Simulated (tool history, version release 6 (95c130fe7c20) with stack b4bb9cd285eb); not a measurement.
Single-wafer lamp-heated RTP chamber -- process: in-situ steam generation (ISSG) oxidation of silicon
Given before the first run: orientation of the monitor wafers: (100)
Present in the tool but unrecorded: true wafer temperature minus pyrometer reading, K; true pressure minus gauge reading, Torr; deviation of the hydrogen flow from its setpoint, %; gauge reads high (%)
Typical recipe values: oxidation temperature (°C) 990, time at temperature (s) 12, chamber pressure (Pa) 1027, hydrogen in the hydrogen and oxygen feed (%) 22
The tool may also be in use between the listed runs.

run	hour	oxidation temperature (°C)	time at temperature (s)	chamber pressure (Pa)	hydrogen in the hydrogen and oxygen feed (%)	wafers since the last listed run	wafers since the last pyrometer calibration	hours since the pressure gauge was zeroed	hours since the hydrogen flow controller was replaced	hours since the gauge calibration	read-back reference wafer on the same gauge, thickness	oxide thickness on the monitor wafer (nm)
1	0.0	990	12	1027	22	0	8661	2939.2	4745.1	322.1	4.347	4.436
# hour 44.7: pyrometer window cleaned and pyrometer calibrated
2	61.2	990	12	1027	22	565	175	3000.4	4806.3	383.3	4.353	4.257
3	122.3	990	12	1027	22	649	825	3061.5	4867.4	444.4	4.358	4.310
4	180.5	990	12	1027	22	619	1444	3119.7	4925.6	502.6	4.357	4.313
5	207.7	990	12	1027	22	289	1733	3146.9	4952.8	529.8	4.365	4.336
6	257.8	990	12	920	22	532	2266	3197.0	5002.9	579.9	4.360	4.306
7	282.6	990	12	920	22	263	2530	3221.8	5027.7	604.7	4.369	4.266
8	323.9	990	12	920	22	439	2969	3263.1	5069.0	646.0	4.356	4.274
9	380.1	990	12	1027	22	597	3567	3319.3	5125.2	702.2	4.350	4.309
10	439.3	990	12	1080	22	629	4197	3378.5	5184.4	761.4	4.349	4.359
11	496.0	990	12	1080	22	603	4800	3435.2	5241.1	818.1	4.367	4.348
12	557.6	990	11	1027	22	655	5455	3496.8	5302.7	879.7	4.375	4.171
13	603.4	990	11	1027	22	487	5942	3542.6	5348.5	925.5	4.360	4.196
14	630.7	971	9	920	22	290	6232	3569.9	5375.8	952.8	4.352	3.636
# hour 643.4: pressure gauge zeroed
15	701.3	1008	12	920	22	665	6898	57.9	5446.4	1023.4	4.352	4.628
# hour 730.5: gauge calibrated
# hour 761.4: hydrogen flow controller replaced
16	761.9	996	12	1027	22	559	7458	118.5	0.5	31.4	4.363	4.454
17	827.0	990	12	920	15	692	8150	183.6	65.6	96.5	4.376	4.003
18	878.2	990	11	1027	22	544	8695	234.8	116.8	147.7	4.347	4.295
19	903.0	996	12	1027	22	263	8958	259.6	141.6	172.5	4.354	4.510
20	945.5	1004	16	1027	14	452	9410	302.1	184.1	215.0	4.361	4.862
# hour 987.9: pyrometer window cleaned and pyrometer calibrated
21	1012.1	990	12	1027	22	623	257	368.7	250.7	281.6	4.353	4.327
22	1062.3	1008	12	1027	22	533	791	418.9	300.9	331.8	4.362	4.605
23	1091.5	984	10	1027	22	310	1102	448.1	330.1	361.0	4.360	3.998

What does the tool deliver on the next run?
24	1226.4	990	12	1027	22	1434	2537	583.0	465.0	495.9	?	?

read-back reference wafer on the same gauge, thickness: 4.355
oxide thickness on the monitor wafer (nm): 4.397
If the tool had no hidden condition, the same run with the same run-to-run variation would have returned oxide thickness on the monitor wafer (nm) 4.345.

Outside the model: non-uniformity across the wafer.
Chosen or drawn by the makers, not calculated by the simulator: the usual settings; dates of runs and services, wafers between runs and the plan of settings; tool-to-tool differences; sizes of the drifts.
